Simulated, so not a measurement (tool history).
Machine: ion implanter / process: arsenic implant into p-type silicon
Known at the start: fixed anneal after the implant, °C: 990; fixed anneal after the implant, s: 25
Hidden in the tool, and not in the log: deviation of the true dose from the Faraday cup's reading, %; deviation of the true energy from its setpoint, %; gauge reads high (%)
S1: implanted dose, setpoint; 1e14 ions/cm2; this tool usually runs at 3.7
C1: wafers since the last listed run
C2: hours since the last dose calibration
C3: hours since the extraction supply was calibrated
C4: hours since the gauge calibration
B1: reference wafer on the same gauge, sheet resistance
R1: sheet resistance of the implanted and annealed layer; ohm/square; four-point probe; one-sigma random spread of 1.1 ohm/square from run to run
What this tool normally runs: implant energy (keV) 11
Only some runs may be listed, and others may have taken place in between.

{"run": 1, "hour": 0.0, "S1": 3.7, "implant energy (keV)": 11, "C1": 0, "C2": 193.7, "C3": 3826.9, "C4": 272.6, "B1": 233.06, "R1": 274.84}
{"run": 2, "hour": 25.7, "S1": 3.7, "implant energy (keV)": 11, "C1": 449, "C2": 219.4, "C3": 3852.6, "C4": 298.3, "B1": 233.03, "R1": 278.54}
{"hour": 48.2, "done": "gauge calibrated"}
{"run": 3, "hour": 58.9, "S1": 3.7, "implant energy (keV)": 11, "C1": 580, "C2": 252.6, "C3": 3885.8, "C4": 10.7, "B1": 232.86, "R1": 274.73}
{"run": 4, "hour": 70.9, "S1": 3.7, "implant energy (keV)": 11, "C1": 209, "C2": 264.6, "C3": 3897.8, "C4": 22.7, "B1": 233.02, "R1": 277.41}
{"run": 5, "hour": 99.7, "S1": 3.7, "implant energy (keV)": 11, "C1": 503, "C2": 293.4, "C3": 3926.6, "C4": 51.5, "B1": 232.99, "R1": 274.1}
{"run": 6, "hour": 129.7, "S1": 3.7, "implant energy (keV)": 11, "C1": 524, "C2": 323.4, "C3": 3956.6, "C4": 81.5, "B1": 232.98, "R1": 276.33}
{"run": 7, "hour": 144.4, "S1": 3.7, "implant energy (keV)": 11, "C1": 257, "C2": 338.1, "C3": 3971.3, "C4": 96.2, "B1": 232.91, "R1": 275.47}
{"run": 8, "hour": 177.7, "S1": 3.7, "implant energy (keV)": 11, "C1": 582, "C2": 371.4, "C3": 4004.6, "C4": 129.5, "B1": 232.88, "R1": 275.14}
{"run": 9, "hour": 191.4, "S1": 3.7, "implant energy (keV)": 11, "C1": 239, "C2": 385.1, "C3": 4018.3, "C4": 143.2, "B1": 233.05, "R1": 274.17}
{"run": 10, "hour": 209.9, "S1": 3.7, "implant energy (keV)": 14, "C1": 323, "C2": 403.6, "C3": 4036.8, "C4": 161.7, "B1": 232.94, "R1": 266.55}
{"run": 11, "hour": 238.8, "S1": 3.7, "implant energy (keV)": 14, "C1": 505, "C2": 432.5, "C3": 4065.7, "C4": 190.6, "B1": 233.13, "R1": 267.12}
{"run": 12, "hour": 262.1, "S1": 3.7, "implant energy (keV)": 9.5, "C1": 407, "C2": 455.8, "C3": 4089, "C4": 213.9, "B1": 233.07, "R1": 279.36}
{"run": 13, "hour": 276.4, "S1": 3.7, "implant energy (keV)": 9.5, "C1": 250, "C2": 470.1, "C3": 4103.3, "C4": 228.2, "B1": 233.15, "R1": 279.49}
{"run": 14, "hour": 308.4, "S1": 3.7, "implant energy (keV)": 11, "C1": 559, "C2": 502.1, "C3": 4135.3, "C4": 260.2, "B1": 232.98, "R1": 275.1}
{"run": 15, "hour": 326.9, "S1": 3.11, "implant energy (keV)": 11, "C1": 323, "C2": 520.6, "C3": 4153.8, "C4": 278.7, "B1": 232.95, "R1": 313.55}
{"run": 16, "hour": 356.6, "S1": 3.7, "implant energy (keV)": 11, "C1": 519, "C2": 550.3, "C3": 4183.5, "C4": 308.4, "B1": 233.13, "R1": 274.6}
{"run": 17, "hour": 384.4, "S1": 4.35, "implant energy (keV)": 9.5, "C1": 486, "C2": 578.1, "C3": 4211.3, "C4": 336.2, "B1": 233, "R1": 246.33}
{"hour": 392.4, "done": "gauge calibrated"}
{"run": 18, "hour": 399.5, "S1": 3.7, "implant energy (keV)": 11, "C1": 264, "C2": 593.2, "C3": 4226.4, "C4": 7.1, "B1": 232.89, "R1": 273.56}
{"hour": 408.4, "done": "Faraday cup replaced and dose calibrated"}
{"run": 19, "hour": 427.2, "S1": 4.48, "implant energy (keV)": 12.5, "C1": 344, "C2": 18.8, "C3": 4254.1, "C4": 34.8, "B1": 233.06, "R1": 231.65}
{"run": 20, "hour": 450.6, "S1": 3.7, "implant energy (keV)": 11, "C1": 409, "C2": 42.2, "C3": 4277.5, "C4": 58.2, "B1": 232.76, "R1": 268.52}
{"run": 21, "hour": 475.0, "S1": 3.7, "implant energy (keV)": 11, "C1": 426, "C2": 66.6, "C3": 4301.9, "C4": 82.6, "B1": 233.11, "R1": 267.78}
{"run": 22, "hour": 500.6, "S1": 3.7, "implant energy (keV)": 9, "C1": 447, "C2": 92.2, "C3": 4327.5, "C4": 108.2, "B1": 232.91, "R1": 272.35}
{"run": 23, "hour": 534.2, "S1": 3.7, "implant energy (keV)": 10, "C1": 587, "C2": 125.8, "C3": 4361.1, "C4": 141.8, "B1": 232.92, "R1": 269.43}
{"hour": 557.8, "done": "extraction supply calibrated"}
{"hour": 572.8, "done": "Faraday cup replaced and dose calibrated, repeated, since the last time left the tool worse"}
{"run": 24, "hour": 573.3, "S1": 2.81, "implant energy (keV)": 11, "C1": 404, "C2": 0.5, "C3": 15.5, "C4": 180.9, "B1": 232.76, "R1": 345.09}
{"run": 25, "hour": 615.0, "S1": 3.02, "implant energy (keV)": 14.5, "C1": 729, "C2": 42.2, "C3": 57.2, "C4": 222.6, "B1": 233.04, "R1": 317.88}
{"run": 26, "hour": 636.4, "S1": 3.7, "implant energy (keV)": 11, "C1": 374, "C2": 63.6, "C3": 78.6, "C4": 244, "B1": 232.94, "R1": 278.85}
{"run": 27, "hour": 661.9, "S1": 4.74, "implant energy (keV)": 14, "C1": 446, "C2": 89.1, "C3": 104.1, "C4": 269.5, "B1": 233.05, "R1": 227.5}
{"run": 28, "hour": 684.1, "S1": 4.55, "implant energy (keV)": 11, "C1": 388, "C2": 111.3, "C3": 126.3, "C4": 291.7, "B1": 233.12, "R1": 238.28}
{"run": 29, "hour": 701.0, "S1": 3.7, "implant energy (keV)": 13, "C1": 295, "C2": 128.2, "C3": 143.2, "C4": 308.6, "B1": 233, "R1": 272.6}

A few steps of R1 between consecutive runs. Split each: what settings, incoming material and random variation would produce without the hidden state, and what is left over for the hidden state, along with gauge scatter present in only one of the two compared results (measured, and without hidden state):
Run 18 -> 19: S1 3.7 -> 4.48, implant energy (keV) 11 -> 12.5, Faraday cup replaced and dose calibrated. R1 -41.91 ohm/square: hidden state -2.78, all else -39.13.
Run 23 -> 24: S1 3.7 -> 2.81, implant energy (keV) 10 -> 11, extraction supply calibrated, Faraday cup replaced and dose calibrated, repeated, since the last time left the tool worse. R1 +75.66 ohm/square: hidden state +12.92, all else +62.74.
Run 26 -> 27: S1 3.7 -> 4.74, implant energy (keV) 11 -> 14. R1 -51.35 ohm/square: hidden state -0.1, all else -51.25.
